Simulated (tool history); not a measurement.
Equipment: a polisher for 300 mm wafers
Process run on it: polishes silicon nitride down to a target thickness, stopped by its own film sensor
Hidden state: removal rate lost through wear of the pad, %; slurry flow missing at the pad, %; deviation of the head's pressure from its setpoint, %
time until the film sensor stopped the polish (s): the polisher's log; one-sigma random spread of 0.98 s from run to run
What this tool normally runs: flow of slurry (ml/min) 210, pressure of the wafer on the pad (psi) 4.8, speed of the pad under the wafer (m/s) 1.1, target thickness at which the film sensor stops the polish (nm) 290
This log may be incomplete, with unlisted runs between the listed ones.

run    hour  flow of slurry (ml/min)  pressure of the wafer on the pad (psi)  speed of the pad under the wafer (m/s)  target thickness at which the film sensor stops the polish (nm)  wafers since the last listed run  wafers polished on this pad  hours since the slurry nozzle was cleaned  hours since the head pressure was calibrated  incoming thickness of the incoming film, nm  time until the film sensor stopped the polish (s)
  1       0                      210                                     4.8                                     1.1                                                              290                                 0                         1305                                      335.5                                           212                                        458.1                                               51.5
  2    87.2                      210                                     4.8                                     1.1                                                              290                               682                         1987                                      422.7                                         299.2                                        461.2                                                 53
      126.8  -- slurry nozzle cleaned
      147.7  -- worn pad replaced by a new one
  3   148.2                      210                                     4.8                                     1.1                                                              290                               438                            4                                       21.4                                         360.2                                        462.8                                               53.4
  4   250.8                      210                                     4.8                                     1.1                                                              290                               803                          807                                        124                                         462.8                                        464.1                                               54.4
  5   291.4                      210                                     4.8                                     1.1                                                              290                               317                         1124                                      164.6                                         503.4                                        466.2                                                 52
  6   379.3                      210                                     4.8                                     1.1                                                              290                               688                         1812                                      252.5                                         591.3                                        455.9                                               51.2
      449.4  -- worn pad replaced by a new one
  7   459.2                      210                                     4.8                                     1.1                                                              290                               594                           76                                      332.4                                         671.2                                        462.9                                                 53
  8     513                      210                                     4.8                                     1.1                                                              290                               421                          497                                      386.2                                           725                                        458.3                                               51.1
      518.5  -- slurry nozzle cleaned
  9     617                      210                                     4.8                                     1.1                                                              290                               806                         1304                                       98.5                                           829                                        464.8                                                 53
 10   690.6                      210                                     4.8                                     1.1                                                              290                               576                         1880                                      172.1                                         902.6                                        463.9                                               51.6
 11   792.8                      210                                     4.8                                     1.1                                                              290                               799                         2680                                      274.3                                        1004.8                                        466.2                                               51.9
      835.5  -- worn pad replaced by a new one
 12   884.5                      210                                     4.8                                     1.1                                                              290                               686                          383                                        366                                        1096.5                                        465.4                                               53.2
      897.2  -- slurry nozzle cleaned
 13   953.5                      210                                     5.2                                     1.1                                                              329                               532                          915                                       56.3                                        1165.5                                        455.7                                                 35
 14  1043.1                      210                                     6.2                                    1.34                                                              254                               701                         1617                                      145.9                                        1255.1                                        460.1                                               41.9
 15  1107.6                      210                                     4.8                                    0.84                                                              290                               504                         2121                                      210.4                                        1319.6                                        457.1                                               62.3
     1133.6  -- worn pad replaced by a new one
 16    1157                      150                                     4.8                                     1.1                                                              290                               355                          183                                      259.8                                          1369                                        455.4                                               50.5
 17  1216.1                      265                                     4.2                                    0.92                                                              238                               462                          645                                      318.9                                        1428.1                                        461.6                                               83.5
     1219.8  -- head pressure recalibrated
     1302.6  -- slurry nozzle cleaned
 18  1438.9                      210                                     4.8                                    1.32                                                              263                              1720                         2366                                      136.3                                         219.1                                        459.7                                               53.3
     1486.3  -- worn pad replaced by a new one
 19  1515.4                      240                                     5.9                                       1                                                              341                               567                          227                                      212.8                                         295.6                                        462.2                                               34.1
 20  1573.1                      210                                     4.8                                    1.36                                                              247                               451                          679                                      270.5                                         353.3                                          459                                               55.9
 21  1621.9                      210                                     4.3                                     1.1                                                              265                               381                         1061                                      319.3                                         402.1                                        459.8                                               66.7
 22  1716.5                      210                                     4.8                                     1.1                                                              290                               740                         1802                                      413.9                                         496.7                                        462.2                                               55.5

What was the tool's hidden state at every run in the log?
removal rate lost through wear of the pad, %: 0 at every run
slurry flow missing at the pad, %: 0 at every run
H1: deviation of the head's pressure from its setpoint, %
run    H1
  1   7.3
  2  8.67
  3  9.49
  4  10.6
  5    11
  6  11.8
  7  12.3
  8  12.7
  9  13.2
 10  13.5
 11  13.8
 12  14.1
 13  14.3
 14  14.4
 15  14.6
 16  14.6
 17  14.7
 18  4.11
 19  5.31
 20  6.09
 21  6.68
 22  7.66
